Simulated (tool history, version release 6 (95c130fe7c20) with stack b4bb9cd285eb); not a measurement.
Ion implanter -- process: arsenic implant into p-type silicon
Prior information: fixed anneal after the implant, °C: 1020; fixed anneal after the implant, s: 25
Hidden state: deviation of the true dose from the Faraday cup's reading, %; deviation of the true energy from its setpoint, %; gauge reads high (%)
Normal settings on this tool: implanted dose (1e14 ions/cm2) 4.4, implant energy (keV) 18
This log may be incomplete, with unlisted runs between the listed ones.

run    hour  implanted dose (1e14 ions/cm2)  implant energy (keV)  wafers since the last listed run  hours since the last dose calibration  hours since the extraction supply was calibrated  hours since the gauge calibration  read-back reference wafer on the same gauge, sheet resistance  sheet resistance of the implanted and annealed layer (ohm/square)
  1       0                             4.4                    18                                 0                                    3.9                                            1859.7                             2110.6                                                          268.8                                                             226.25
  2   104.4                             4.4                  19.5                              1393                                  108.3                                            1964.1                               2215                                                         268.94                                                             226.12
  3   151.2                             4.4                  19.5                               624                                  155.1                                            2010.9                             2261.8                                                         268.98                                                             226.65
  4     191                             4.4                  19.5                               531                                  194.9                                            2050.7                             2301.6                                                         268.88                                                             226.23
  5   289.8                             4.4                    18                              1318                                  293.7                                            2149.5                             2400.4                                                         269.03                                                             230.28
  6     379                            4.75                  15.5                              1190                                  382.9                                            2238.7                             2489.6                                                         268.96                                                             220.43
  7   474.4                            4.75                  15.5                              1272                                  478.3                                            2334.1                               2585                                                         269.07                                                             220.84
  8   552.6                            4.75                  15.5                              1043                                  556.5                                            2412.3                             2663.2                                                         269.03                                                             220.91
      597.7  -- Faraday cup replaced and dose calibrated
  9   636.6                            4.89                    18                              1014                                   38.9                                            2496.3                             2747.2                                                         269.02                                                             210.01
 10   686.8                            3.59                    18                               669                                   89.1                                            2546.5                             2797.4                                                         268.96                                                             265.71
 11   732.9                            3.59                    18                               615                                  135.2                                            2592.6                             2843.5                                                          269.1                                                             267.15
 12   790.7                             4.4                    18                               771                                    193                                            2650.4                             2901.3                                                         269.01                                                             228.85
 13   846.1                             4.4                    18                               739                                  248.4                                            2705.8                             2956.7                                                         268.88                                                             229.17
 14   942.3                            5.04                    23                              1283                                  344.6                                              2802                             3052.9                                                         268.96                                                             201.12
 15   985.6                             4.4                    18                               577                                  387.9                                            2845.3                             3096.2                                                         268.93                                                             229.57
 16  1023.3                            5.46                    12                               503                                  425.6                                              2883                             3133.9                                                         268.97                                                             204.05
     1055.7  -- gauge calibrated
 17  1096.3                             4.4                  19.5                               974                                  498.6                                              2956                               40.6                                                         268.98                                                             228.48
 18  1195.5                             4.4                    18                              1323                                  597.8                                            3055.2                              139.8                                                         269.01                                                             230.72
 19  1293.6                             4.4                    24                              1309                                  695.9                                            3153.3                              237.9                                                         268.77                                                             223.17
     1369.8  -- Faraday cup replaced and dose calibrated
 20  1388.4                             4.4                    18                              1158                                   18.6                                            3248.1                              332.7                                                         268.86                                                             226.29
 21  1450.4                            5.21                  14.5                               827                                   80.6                                            3310.1                              394.7                                                         269.06                                                             204.77
 22  1539.6                             5.6                  13.5                              1190                                  169.8                                            3399.3                              483.9                                                         268.97                                                             196.11
 23  1575.9                             4.4                  20.5                               484                                  206.1                                            3435.6                              520.2                                                         269.04                                                             225.37
 24  1613.9                             4.4                    18                               507                                  244.1                                            3473.6                              558.2                                                         268.83                                                             228.82
 25  1703.3                            3.78                  12.5                              1192                                  333.5                                              3563                              647.6                                                         269.07                                                             266.82
 26  1800.8                            5.43                    18                              1301                                    431                                            3660.5                              745.1                                                         269.18                                                             196.11
     1838.8  -- extraction supply calibrated
 27  1879.7                            3.62                  16.5                               946                                  509.9                                              40.9                                824                                                         269.06                                                             269.83
 28  1975.7                             4.4                    20                              1280                                  605.9                                             136.9                                920                                                          268.9                                                             227.59
 29  2012.3                            4.06                    16                               488                                  642.5                                             173.5                              956.6                                                          269.1                                                             247.68
     2036.3  -- Faraday cup replaced and dose calibrated
 30    2075                            3.16                  23.5                               729                                   38.7                                             236.2                             1019.3                                                         268.92                                                             281.61
 31  2145.8                            5.38                  19.5                               944                                  109.5                                               307                             1090.1                                                         269.03                                                             193.21
 32  2242.6                            5.19                    23                              1291                                  206.3                                             403.8                             1186.9                                                         268.98                                                             195.24
 33  2343.7                             3.3                    18                              1349                                  307.4                                             504.9                               1288                                                         268.86                                                              285.2
 34  2400.8                            3.88                  14.5                               761                                  364.5                                               562                             1345.1                                                         268.96                                                             258.26
 35  2438.4                            3.36                    18                               501                                  402.1                                             599.6                             1382.7                                                         268.97                                                             282.17
 36  2544.1                             3.3                    18                              1410                                  507.8                                             705.3                             1488.4                                                          269.1                                                             285.66
 37  2599.3                            4.91                  12.5                               736                                    563                                             760.5                             1543.6                                                         269.01                                                             219.46

Consider 4 possible next runs. They are alternatives, not a sequence: every one starts from the tool as it was left by run 37. What does each give?
  A  2599.7                            3.85                    18                                 5                                  563.4                                             760.9                               1544                                                              ?                                                                  ?
  B  2599.7                             4.4                    14                                 5                                  563.4                                             760.9                               1544                                                              ?                                                                  ?
  C  2599.7                             3.6                    21                                 5                                  563.4                                             760.9                               1544                                                              ?                                                                  ?
  D  2599.7                            3.51                    22                                 5                                  563.4                                             760.9                               1544                                                              ?                                                                  ?

run  read-back reference wafer on the same gauge, sheet resistance  sheet resistance of the implanted and annealed layer (ohm/square)
  A                                                            269                                                             254.78
  B                                                            269                                                             236.25
  C                                                            269                                                             263.27
  D                                                            269                                                             266.83
Take away the tool's hidden state, keep each run's random variation, and the runs would have read:
run  sheet resistance of the implanted and annealed layer (ohm/square)
  A                                                             250.46
  B                                                             232.26
  C                                                             258.79
  D                                                             262.29
